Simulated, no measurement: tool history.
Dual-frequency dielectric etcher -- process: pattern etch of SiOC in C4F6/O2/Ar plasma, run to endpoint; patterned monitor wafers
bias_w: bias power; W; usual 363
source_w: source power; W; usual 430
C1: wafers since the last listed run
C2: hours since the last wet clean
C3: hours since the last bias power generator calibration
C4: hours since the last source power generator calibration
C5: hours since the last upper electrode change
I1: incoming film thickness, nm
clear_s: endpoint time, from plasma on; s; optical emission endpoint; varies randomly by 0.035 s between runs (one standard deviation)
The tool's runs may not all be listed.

run 1 day=0.000 | bias_w=363 source_w=490 | C1=0 C2=306.1 C3=3297.1 C4=2317.1 C5=5369.6 | I1=25.07 | clear_s=7.9
run 2 day=0.354 | bias_w=363 source_w=490 | C1=164 C2=314.6 C3=3305.6 C4=2325.6 C5=5378.1 | I1=24.87 | clear_s=7.9
run 3 day=0.892 | bias_w=363 source_w=430 | C1=249 C2=327.5 C3=3318.5 C4=2338.5 C5=5391.0 | I1=25.06 | clear_s=8.4
run 4 day=1.225 | bias_w=325 source_w=430 | C1=154 C2=335.5 C3=3326.5 C4=2346.5 C5=5399.0 | I1=25.16 | clear_s=8.6
run 5 day=1.717 | bias_w=325 source_w=430 | C1=228 C2=347.3 C3=3338.3 C4=2358.3 C5=5410.8 | I1=24.99 | clear_s=8.6
run 6 day=2.158 | bias_w=325 source_w=430 | C1=204 C2=357.9 C3=3348.9 C4=2368.9 C5=5421.4 | I1=25.19 | clear_s=8.7
run 7 day=2.817 | bias_w=363 source_w=430 | C1=305 C2=373.7 C3=3364.7 C4=2384.7 C5=5437.2 | I1=25.01 | clear_s=8.3
-- day=3.188 source power generator calibrated
run 8 day=3.208 | bias_w=363 source_w=430 | C1=104 C2=383.1 C3=3374.1 C4=0.5 C5=5446.6 | I1=25.17 | clear_s=8.4
run 9 day=3.446 | bias_w=363 source_w=430 | C1=110 C2=388.8 C3=3379.8 C4=6.2 C5=5452.3 | I1=25.27 | clear_s=8.4
run 10 day=4.154 | bias_w=363 source_w=430 | C1=328 C2=405.8 C3=3396.8 C4=23.2 C5=5469.3 | I1=25.09 | clear_s=8.4
-- day=4.621 bias power generator calibrated
run 11 day=4.642 | bias_w=363 source_w=430 | C1=148 C2=417.5 C3=0.5 C4=34.9 C5=5481.0 | I1=25.01 | clear_s=8.3
run 12 day=5.096 | bias_w=363 source_w=430 | C1=210 C2=428.4 C3=11.4 C4=45.8 C5=5491.9 | I1=24.96 | clear_s=8.2
run 13 day=5.792 | bias_w=436 source_w=480 | C1=322 C2=445.1 C3=28.1 C4=62.5 C5=5508.6 | I1=25.09 | clear_s=7.5
-- day=6.971 upper electrode replaced
-- day=7.296 wet clean of the chamber
run 14 day=7.317 | bias_w=297 source_w=430 | C1=92 C2=0.5 C3=64.7 C4=99.1 C5=8.3 | I1=24.78 | clear_s=8.9
run 15 day=7.329 | bias_w=411 source_w=360 | C1=5 C2=0.8 C3=65.0 C4=99.4 C5=8.6 | I1=25.04 | clear_s=9.1
run 16 day=7.342 | bias_w=297 source_w=430 | C1=5 C2=1.1 C3=65.3 C4=99.7 C5=8.9 | I1=25.13 | clear_s=9.1
run 17 day=7.558 | bias_w=363 source_w=430 | C1=100 C2=6.3 C3=70.5 C4=104.9 C5=14.1 | I1=25.00 | clear_s=8.5
run 18 day=7.825 | bias_w=363 source_w=430 | C1=123 C2=12.7 C3=76.9 C4=111.3 C5=20.5 | I1=24.99 | clear_s=8.6
run 19 day=8.183 | bias_w=321 source_w=500 | C1=166 C2=21.3 C3=85.5 C4=119.9 C5=29.1 | I1=24.90 | clear_s=8.2
run 20 day=8.508 | bias_w=331 source_w=510 | C1=150 C2=29.1 C3=93.3 C4=127.7 C5=36.9 | I1=25.12 | clear_s=8.1

What will run 21 give?
run 21 day=8.775 | bias_w=363 source_w=350 | C1=123 C2=35.5 C3=99.7 C4=134.1 C5=43.3 | I1=24.96 | clear_s=?

{"run 21": {"clear_s": 9.5}}
With no hidden state in the tool, this same run would have given clear_s 9.6 s.
